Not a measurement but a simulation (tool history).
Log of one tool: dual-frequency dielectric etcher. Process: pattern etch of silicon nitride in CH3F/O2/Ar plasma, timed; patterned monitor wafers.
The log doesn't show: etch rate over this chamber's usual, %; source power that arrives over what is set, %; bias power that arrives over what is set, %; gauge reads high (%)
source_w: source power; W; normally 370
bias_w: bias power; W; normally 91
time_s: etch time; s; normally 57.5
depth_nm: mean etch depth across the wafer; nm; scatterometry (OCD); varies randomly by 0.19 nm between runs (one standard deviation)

run,day,source_w,bias_w,time_s,wafers since the last listed run,hours since the last wet clean,hours since the last source power generator calibration,hours since the last bias power generator calibration,hours since the last upper electrode change,hours since the gauge calibration,"read-back reference wafer on the same gauge, depth_nm",depth_nm
1,0.000,370,75,57.5,0,350.9,6.6,38.8,3878.4,15.7,50.95,39.71
2,0.288,370,75,57.5,83,357.8,13.5,45.7,3885.3,22.6,51.04,39.52
3,0.646,370,91,57.5,104,366.4,22.1,54.3,3893.9,31.2,50.96,42.22
# day 2.000: upper electrode replaced
4,2.021,370,91,57.5,109,399.4,55.1,87.3,0.5,64.2,50.92,42.39
5,2.033,410,91,44.5,3,399.7,55.4,87.6,0.8,64.5,51.06,34.33
6,2.408,400,103,57.5,109,408.7,64.4,96.6,9.8,73.5,50.94,45.86
7,2.854,290,91,57.5,129,419.4,75.1,107.3,20.5,84.2,50.98,36.38
8,3.196,340,81,53.0,99,427.6,83.3,115.5,28.7,92.4,51.02,35.49
9,3.821,370,91,61.0,181,442.6,98.3,130.5,43.7,107.4,51.04,44.57
10,4.550,370,79,57.5,211,460.1,115.8,148.0,61.2,124.9,51.02,39.63
11,5.067,370,91,61.0,150,472.5,128.2,160.4,73.6,137.3,51.00,44.37
12,5.321,370,83,48.5,73,478.6,134.3,166.5,79.7,143.4,50.96,34.11
13,5.717,310,98,51.0,115,488.1,143.8,176.0,89.2,152.9,50.93,34.06
14,6.021,370,83,57.5,88,495.4,151.1,183.3,96.5,160.2,51.02,40.35
15,6.538,300,78,73.0,150,507.8,163.5,195.7,108.9,172.6,50.98,44.18
16,7.050,300,73,57.5,148,520.1,175.8,208.0,121.2,184.9,51.04,33.97
17,7.508,310,91,57.5,133,531.1,186.8,219.0,132.2,195.9,51.11,37.62
# day 8.667: wet clean of the chamber
18,8.688,440,91,57.5,52,0.5,215.1,247.3,160.5,224.2,50.93,47.92
19,8.700,370,102,57.5,3,0.8,215.4,247.6,160.8,224.5,51.01,45.55
20,8.833,340,91,70.0,38,4.0,218.6,250.8,164.0,227.7,51.03,50.85
21,9.521,290,110,62.5,199,20.5,235.1,267.3,180.5,244.2,51.00,43.38
22,10.004,370,91,57.5,140,32.1,246.7,278.9,192.1,255.8,51.11,43.46
23,10.512,370,108,57.5,147,44.3,258.9,291.1,204.3,268.0,50.94,45.98
24,10.854,320,71,68.0,99,52.5,267.1,299.3,212.5,276.2,50.98,43.44
25,11.592,370,101,57.5,214,70.2,284.8,317.0,230.2,293.9,51.02,44.82
26,12.233,370,91,73.5,186,85.6,300.2,332.4,245.6,309.3,51.03,55.38
27,12.617,370,71,41.0,111,94.8,309.4,341.6,254.8,318.5,51.01,28.49
28,12.883,450,91,57.5,77,101.2,315.8,348.0,261.2,324.9,50.88,48.23
29,13.362,370,91,57.5,139,112.7,327.3,359.5,272.7,336.4,50.98,43.29

5 ways to go on from here, each from the tool as it stands after run 29. What would each give?
A,13.379,370,91,57.5,4,113.1,327.7,359.9,273.1,336.8,?,?
B,13.379,290,73,44.5,4,113.1,327.7,359.9,273.1,336.8,?,?
C,13.379,370,106,57.5,4,113.1,327.7,359.9,273.1,336.8,?,?
D,13.379,370,91,45.5,4,113.1,327.7,359.9,273.1,336.8,?,?
E,13.379,370,84,57.5,4,113.1,327.7,359.9,273.1,336.8,?,?

run,"read-back reference wafer on the same gauge, depth_nm",depth_nm
A,50.98,43.03
B,50.98,26.66
C,50.98,45.31
D,50.98,34.05
E,50.98,41.91
Stripped of hidden state, with their random variation kept, the same runs would have yielded:
run,depth_nm
A,43.60
B,27.01
C,45.91
D,34.50
E,42.46
